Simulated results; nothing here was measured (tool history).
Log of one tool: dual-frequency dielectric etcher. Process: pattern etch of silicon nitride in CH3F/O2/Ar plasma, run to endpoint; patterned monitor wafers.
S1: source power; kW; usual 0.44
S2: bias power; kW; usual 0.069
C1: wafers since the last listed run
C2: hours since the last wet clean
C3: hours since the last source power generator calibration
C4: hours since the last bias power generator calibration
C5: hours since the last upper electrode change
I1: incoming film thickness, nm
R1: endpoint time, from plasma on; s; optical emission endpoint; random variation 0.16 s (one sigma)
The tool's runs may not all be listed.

Run 1, hour 0: usual settings but S1 0.49 kW; C1 0; C2 219.1; C3 5220.1; C4 1944.8; C5 3625.5; I1 22.65. Result: R1 30.9 s.
Run 2, hour 14.3: usual settings but S2 0.065 kW; C1 141; C2 233.4; C3 5234.4; C4 1959.1; C5 3639.8; I1 22.68. Result: R1 33.2 s.
Run 3, hour 48.6: usual settings but S2 0.081 kW; C1 338; C2 267.7; C3 5268.7; C4 1993.4; C5 3674.1; I1 22.73. Result: R1 29.6 s.
Run 4, hour 96.4: usual settings but S2 0.081 kW; C1 472; C2 315.5; C3 5316.5; C4 2041.2; C5 3721.9; I1 22.46. Result: R1 29 s.
Run 5, hour 103.2: usual settings but S2 0.081 kW; C1 67; C2 322.3; C3 5323.3; C4 2048; C5 3728.7; I1 22.82. Result: R1 30 s.
At hour 126.4: bias power generator calibrated.
At hour 155.3: upper electrode replaced.
Run 6, hour 155.8: usual settings; C1 243; C2 374.9; C3 5375.9; C4 29.4; C5 0.5; I1 22.68. Result: R1 32.3 s.
Run 7, hour 157.1: usual settings; C1 12; C2 376.2; C3 5377.2; C4 30.7; C5 1.8; I1 22.54. Result: R1 32.3 s.
Run 8, hour 171.5: usual settings; C1 142; C2 390.6; C3 5391.6; C4 45.1; C5 16.2; I1 22.6. Result: R1 32.3 s.
Run 9, hour 179: usual settings but S2 0.057 kW; C1 74; C2 398.1; C3 5399.1; C4 52.6; C5 23.7; I1 22.58. Result: R1 35.6 s.
Run 10, hour 193.3: usual settings but S2 0.057 kW; C1 141; C2 412.4; C3 5413.4; C4 66.9; C5 38; I1 22.72. Result: R1 36.3 s.
Run 11, hour 209.5: usual settings but S2 0.057 kW; C1 160; C2 428.6; C3 5429.6; C4 83.1; C5 54.2; I1 22.68. Result: R1 36.1 s.
Run 12, hour 220: usual settings; C1 103; C2 439.1; C3 5440.1; C4 93.6; C5 64.7; I1 22.53. Result: R1 32.3 s.
Run 13, hour 226.1: usual settings; C1 60; C2 445.2; C3 5446.2; C4 99.7; C5 70.8; I1 22.69. Result: R1 32.4 s.
Run 14, hour 237.7: usual settings; C1 114; C2 456.8; C3 5457.8; C4 111.3; C5 82.4; I1 22.79. Result: R1 32.8 s.
Run 15, hour 243.9: usual settings but S1 0.53 kW, S2 0.082 kW; C1 61; C2 463; C3 5464; C4 117.5; C5 88.6; I1 22.55. Result: R1 28.1 s.
Run 16, hour 261.2: usual settings but S1 0.35 kW, S2 0.058 kW; C1 170; C2 480.3; C3 5481.3; C4 134.8; C5 105.9; I1 22.93. Result: R1 38.6 s.
Run 17, hour 280: usual settings but S1 0.48 kW, S2 0.08 kW; C1 185; C2 499.1; C3 5500.1; C4 153.6; C5 124.7; I1 22.66. Result: R1 29.6 s.
Run 18, hour 289.3: usual settings but S1 0.41 kW, S2 0.062 kW; C1 91; C2 508.4; C3 5509.4; C4 162.9; C5 134; I1 22.61. Result: R1 35.4 s.
Run 19, hour 295.9: usual settings; C1 65; C2 515; C3 5516; C4 169.5; C5 140.6; I1 22.74. Result: R1 32.7 s.
At hour 306: source power generator calibrated.
Run 20, hour 306.5: usual settings but S1 0.54 kW, S2 0.065 kW; C1 65; C2 525.6; C3 0.5; C4 180.1; C5 151.2; I1 22.63. Result: R1 32.1 s.
Run 21, hour 318.7: usual settings but S1 0.41 kW; C1 120; C2 537.8; C3 12.7; C4 192.3; C5 163.4; I1 22.66. Result: R1 33.6 s.
At hour 360.2: wet clean of the chamber.
Run 22, hour 360.7: usual settings but S2 0.079 kW; C1 177; C2 0.5; C3 54.7; C4 234.3; C5 205.4; I1 22.7. Result: R1 28.9 s.
Run 23, hour 361: usual settings; C1 2; C2 0.8; C3 55; C4 234.6; C5 205.7; I1 22.7. Result: R1 31.2 s.
Run 24, hour 370.7: usual settings but S1 0.52 kW, S2 0.077 kW; C1 95; C2 10.5; C3 64.7; C4 244.3; C5 215.4; I1 22.81. Result: R1 28.5 s.
Run 25, hour 385.4: usual settings; C1 145; C2 25.2; C3 79.4; C4 259; C5 230.1; I1 22.68. Result: R1 31.4 s.
Run 26, hour 395: usual settings but S1 0.47 kW, S2 0.061 kW; C1 94; C2 34.8; C3 89; C4 268.6; C5 239.7; I1 22.75. Result: R1 33 s.
Run 27, hour 407.8: usual settings; C1 126; C2 47.6; C3 101.8; C4 281.4; C5 252.5; I1 22.73. Result: R1 31.9 s.
Run 28, hour 417.8: usual settings; C1 98; C2 57.6; C3 111.8; C4 291.4; C5 262.5; I1 22.75. Result: R1 31.9 s.
Run 29, hour 427.1: usual settings but S1 0.4 kW, S2 0.054 kW; C1 91; C2 66.9; C3 121.1; C4 300.7; C5 271.8; I1 22.63. Result: R1 37 s.
Run 30, hour 438.5: usual settings but S2 0.078 kW; C1 112; C2 78.3; C3 132.5; C4 312.1; C5 283.2; I1 22.66. Result: R1 29.5 s.
Run 31, hour 445.4: usual settings but S1 0.4 kW, S2 0.058 kW; C1 68; C2 85.2; C3 139.4; C4 319; C5 290.1; I1 22.68. Result: R1 35.9 s.
Run 32, hour 460.3: usual settings but S1 0.47 kW, S2 0.086 kW; C1 147; C2 100.1; C3 154.3; C4 333.9; C5 305; I1 22.76. Result: R1 27.8 s.
Run 33, hour 471.6: usual settings; C1 111; C2 111.4; C3 165.6; C4 345.2; C5 316.3; I1 22.88. Result: R1 32.1 s.
Run 34, hour 484: usual settings but S1 0.49 kW, S2 0.063 kW; C1 122; C2 123.8; C3 178; C4 357.6; C5 328.7; I1 22.54. Result: R1 32 s.

5 ways to go on from here, each from the tool as it stands after run 34. What would each give?
Run A, hour 484.4: usual settings; C1 3; C2 124.2; C3 178.4; C4 358; C5 329.1; I1 22.72. Result: R1 ?.
Run B, hour 484.4: usual settings but S1 0.4 kW; C1 3; C2 124.2; C3 178.4; C4 358; C5 329.1; I1 22.72. Result: R1 ?.
Run C, hour 484.4: usual settings but S2 0.059 kW; C1 3; C2 124.2; C3 178.4; C4 358; C5 329.1; I1 22.72. Result: R1 ?.
Run D, hour 484.4: usual settings but S1 0.35 kW, S2 0.078 kW; C1 3; C2 124.2; C3 178.4; C4 358; C5 329.1; I1 22.72. Result: R1 ?.
Run E, hour 484.4: usual settings but S1 0.41 kW, S2 0.076 kW; C1 3; C2 124.2; C3 178.4; C4 358; C5 329.1; I1 22.72. Result: R1 ?.

run    R1
  A  31.8
  B  32.6
  C  34.6
  D  31.5
  E  30.7
Without the tool's hidden state the same runs would have given:
run    R1
  A  31.4
  B  32.2
  C  34.2
  D  31.1
  E  30.3
